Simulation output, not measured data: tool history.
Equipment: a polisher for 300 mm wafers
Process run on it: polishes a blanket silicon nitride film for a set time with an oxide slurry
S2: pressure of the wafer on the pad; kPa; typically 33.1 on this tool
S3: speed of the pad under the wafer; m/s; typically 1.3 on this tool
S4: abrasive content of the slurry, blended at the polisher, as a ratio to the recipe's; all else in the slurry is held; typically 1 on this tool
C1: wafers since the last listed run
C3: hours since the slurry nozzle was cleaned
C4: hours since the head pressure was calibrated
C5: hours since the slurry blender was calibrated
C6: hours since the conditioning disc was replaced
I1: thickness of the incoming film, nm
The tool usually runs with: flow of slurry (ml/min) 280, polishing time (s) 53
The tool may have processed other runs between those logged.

run 1 day=0 | flow_of_slurry_(ml/min)=280 S2=33.1 S3=1.04 S4=1 polishing_time_(s)=53 | C1=0 wafers_polished_on_this_pad=2031 C3=841.9 C4=1022.6 C5=255.3 C6=83.4 | I1=632.4 | film_removed_(angstrom)=463
run 2 day=1.758 | flow_of_slurry_(ml/min)=280 S2=33.1 S3=1.04 S4=1 polishing_time_(s)=53 | C1=583 wafers_polished_on_this_pad=2614 C3=884.1 C4=1064.8 C5=297.5 C6=125.6 | I1=635.2 | film_removed_(angstrom)=461
-- day=2.925 slurry blender recalibrated
run 3 day=4.358 | flow_of_slurry_(ml/min)=280 S2=33.1 S3=1.3 S4=1 polishing_time_(s)=53 | C1=834 wafers_polished_on_this_pad=3449 C3=946.5 C4=1127.2 C5=34.4 C6=188 | I1=627.6 | film_removed_(angstrom)=552
-- day=5.733 slurry nozzle cleaned
run 4 day=5.883 | flow_of_slurry_(ml/min)=280 S2=33.1 S3=1.3 S4=1 polishing_time_(s)=53 | C1=492 wafers_polished_on_this_pad=3941 C3=3.6 C4=1163.8 C5=71 C6=224.6 | I1=630 | film_removed_(angstrom)=550
-- day=7.125 worn pad replaced by a new one
run 5 day=7.146 | flow_of_slurry_(ml/min)=280 S2=33.1 S3=1.3 S4=1 polishing_time_(s)=53 | C1=363 wafers_polished_on_this_pad=7 C3=33.9 C4=1194.1 C5=101.3 C6=254.9 | I1=628.5 | film_removed_(angstrom)=556
run 6 day=8.342 | flow_of_slurry_(ml/min)=280 S2=33.1 S3=1.3 S4=1 polishing_time_(s)=53 | C1=396 wafers_polished_on_this_pad=404 C3=62.6 C4=1222.8 C5=130 C6=283.6 | I1=624.5 | film_removed_(angstrom)=547
-- day=9.325 conditioning disc replaced and pad reconditioned
run 7 day=9.904 | flow_of_slurry_(ml/min)=310 S2=33.1 S3=1.3 S4=1 polishing_time_(s)=53 | C1=490 wafers_polished_on_this_pad=894 C3=100.1 C4=1260.3 C5=167.5 C6=13.9 | I1=628 | film_removed_(angstrom)=545
run 8 day=11.104 | flow_of_slurry_(ml/min)=310 S2=33.1 S3=1.3 S4=1 polishing_time_(s)=53 | C1=398 wafers_polished_on_this_pad=1292 C3=128.9 C4=1289.1 C5=196.3 C6=42.7 | I1=630.6 | film_removed_(angstrom)=556
run 9 day=13.038 | flow_of_slurry_(ml/min)=280 S2=38.6 S3=1 S4=1.15 polishing_time_(s)=42 | C1=641 wafers_polished_on_this_pad=1934 C3=175.3 C4=1335.5 C5=242.7 C6=89.1 | I1=625.6 | film_removed_(angstrom)=431
run 10 day=15.892 | flow_of_slurry_(ml/min)=280 S2=33.1 S3=1.3 S4=1 polishing_time_(s)=53 | C1=946 wafers_polished_on_this_pad=2880 C3=243.8 C4=1404 C5=311.2 C6=157.6 | I1=635 | film_removed_(angstrom)=544
-- day=16.65 slurry blender recalibrated
run 11 day=18.067 | flow_of_slurry_(ml/min)=310 S2=33.1 S3=1.12 S4=1 polishing_time_(s)=53 | C1=693 wafers_polished_on_this_pad=3574 C3=296 C4=1456.2 C5=34 C6=209.8 | I1=622.4 | film_removed_(angstrom)=497
run 12 day=19.646 | flow_of_slurry_(ml/min)=280 S2=33.1 S3=0.86 S4=1 polishing_time_(s)=53 | C1=523 wafers_polished_on_this_pad=4098 C3=333.9 C4=1494.1 C5=71.9 C6=247.7 | I1=627.9 | film_removed_(angstrom)=405
-- day=20.967 worn pad replaced by a new one
run 13 day=21.204 | flow_of_slurry_(ml/min)=280 S2=33.1 S3=1.3 S4=1 polishing_time_(s)=60 | C1=461 wafers_polished_on_this_pad=78 C3=371.3 C4=1531.5 C5=109.3 C6=285.1 | I1=639.7 | film_removed_(angstrom)=605
-- day=21.408 head pressure recalibrated
-- day=22.096 conditioning disc replaced and pad reconditioned
run 14 day=22.508 | flow_of_slurry_(ml/min)=280 S2=33.1 S3=1.3 S4=0.9 polishing_time_(s)=53 | C1=377 wafers_polished_on_this_pad=456 C3=402.6 C4=26.4 C5=140.6 C6=9.9 | I1=644.6 | film_removed_(angstrom)=525
run 15 day=25.021 | flow_of_slurry_(ml/min)=375 S2=37.2 S3=1.66 S4=1 polishing_time_(s)=53 | C1=833 wafers_polished_on_this_pad=1289 C3=462.9 C4=86.7 C5=200.9 C6=70.2 | I1=637 | film_removed_(angstrom)=746
run 16 day=27.967 | flow_of_slurry_(ml/min)=200 S2=33.1 S3=1 S4=1 polishing_time_(s)=53 | C1=977 wafers_polished_on_this_pad=2266 C3=533.6 C4=157.4 C5=271.6 C6=140.9 | I1=636.5 | film_removed_(angstrom)=430
run 17 day=29.138 | flow_of_slurry_(ml/min)=280 S2=33.1 S3=1.72 S4=1.2 polishing_time_(s)=53 | C1=388 wafers_polished_on_this_pad=2655 C3=561.7 C4=185.5 C5=299.7 C6=169 | I1=637.1 | film_removed_(angstrom)=737
-- day=29.604 slurry blender recalibrated
run 18 day=30.904 | flow_of_slurry_(ml/min)=280 S2=33.1 S3=0.88 S4=0.75 polishing_time_(s)=53 | C1=558 wafers_polished_on_this_pad=3213 C3=604.1 C4=227.9 C5=31.2 C6=211.4 | I1=630.7 | film_removed_(angstrom)=361
-- day=32.183 worn pad replaced by a new one
run 19 day=32.583 | flow_of_slurry_(ml/min)=320 S2=33.1 S3=1.7 S4=0.9 polishing_time_(s)=47 | C1=501 wafers_polished_on_this_pad=132 C3=644.4 C4=268.2 C5=71.5 C6=251.7 | I1=622.3 | film_removed_(angstrom)=579
run 20 day=34.033 | flow_of_slurry_(ml/min)=280 S2=33.1 S3=1.3 S4=0.7 polishing_time_(s)=53 | C1=481 wafers_polished_on_this_pad=613 C3=679.2 C4=303 C5=106.3 C6=286.5 | I1=617 | film_removed_(angstrom)=473
-- day=35.575 conditioning disc replaced and pad reconditioned
run 21 day=36.942 | flow_of_slurry_(ml/min)=280 S2=33.1 S3=1.3 S4=1 polishing_time_(s)=53 | C1=937 wafers_polished_on_this_pad=1550 C3=749 C4=372.8 C5=176.1 C6=32.8 | I1=622.9 | film_removed_(angstrom)=553
run 22 day=37.958 | flow_of_slurry_(ml/min)=280 S2=33.1 S3=0.96 S4=1 polishing_time_(s)=53 | C1=337 wafers_polished_on_this_pad=1887 C3=773.4 C4=397.2 C5=200.5 C6=57.2 | I1=629.5 | film_removed_(angstrom)=447
run 23 day=40.771 | flow_of_slurry_(ml/min)=280 S2=33.1 S3=1.3 S4=1.1 polishing_time_(s)=58 | C1=932 wafers_polished_on_this_pad=2820 C3=840.9 C4=464.7 C5=268 C6=124.7 | I1=634.9 | film_removed_(angstrom)=623
-- day=41.1 slurry blender recalibrated
run 24 day=43.5 | flow_of_slurry_(ml/min)=280 S2=33.1 S3=1.3 S4=1 polishing_time_(s)=53 | C1=877 wafers_polished_on_this_pad=3698 C3=906.4 C4=530.2 C5=57.6 C6=190.2 | I1=634.2 | film_removed_(angstrom)=540
-- day=44.038 worn pad replaced by a new one
-- day=45.25 slurry nozzle cleaned
run 25 day=45.754 | flow_of_slurry_(ml/min)=310 S2=33.1 S3=0.88 S4=0.85 polishing_time_(s)=69 | C1=678 wafers_polished_on_this_pad=554 C3=12.1 C4=584.3 C5=111.7 C6=244.3 | I1=633.1 | film_removed_(angstrom)=505

4 ways to go on from here, each from the tool as it stands after run 25. What would each give?
run A day=45.771 | flow_of_slurry_(ml/min)=280 S2=33.1 S3=1.3 S4=1 polishing_time_(s)=59 | C1=5 wafers_polished_on_this_pad=560 C3=12.5 C4=584.7 C5=112.1 C6=244.7 | I1=635.1 | film_removed_(angstrom)=?
run B day=45.771 | flow_of_slurry_(ml/min)=280 S2=33.1 S3=1.72 S4=1 polishing_time_(s)=53 | C1=5 wafers_polished_on_this_pad=560 C3=12.5 C4=584.7 C5=112.1 C6=244.7 | I1=635.1 | film_removed_(angstrom)=?
run C day=45.771 | flow_of_slurry_(ml/min)=200 S2=33.1 S3=1.3 S4=1 polishing_time_(s)=60 | C1=5 wafers_polished_on_this_pad=560 C3=12.5 C4=584.7 C5=112.1 C6=244.7 | I1=635.1 | film_removed_(angstrom)=?
run D day=45.771 | flow_of_slurry_(ml/min)=330 S2=40.7 S3=1.3 S4=1 polishing_time_(s)=53 | C1=5 wafers_polished_on_this_pad=560 C3=12.5 C4=584.7 C5=112.1 C6=244.7 | I1=635.1 | film_removed_(angstrom)=?

run=A film_removed_(angstrom)=609
run=B film_removed_(angstrom)=676
run=C film_removed_(angstrom)=594
run=D film_removed_(angstrom)=663
Stripped of hidden state, with their random variation kept, the same runs would have yielded:
run=A film_removed_(angstrom)=609
run=B film_removed_(angstrom)=676
run=C film_removed_(angstrom)=594
run=D film_removed_(angstrom)=663

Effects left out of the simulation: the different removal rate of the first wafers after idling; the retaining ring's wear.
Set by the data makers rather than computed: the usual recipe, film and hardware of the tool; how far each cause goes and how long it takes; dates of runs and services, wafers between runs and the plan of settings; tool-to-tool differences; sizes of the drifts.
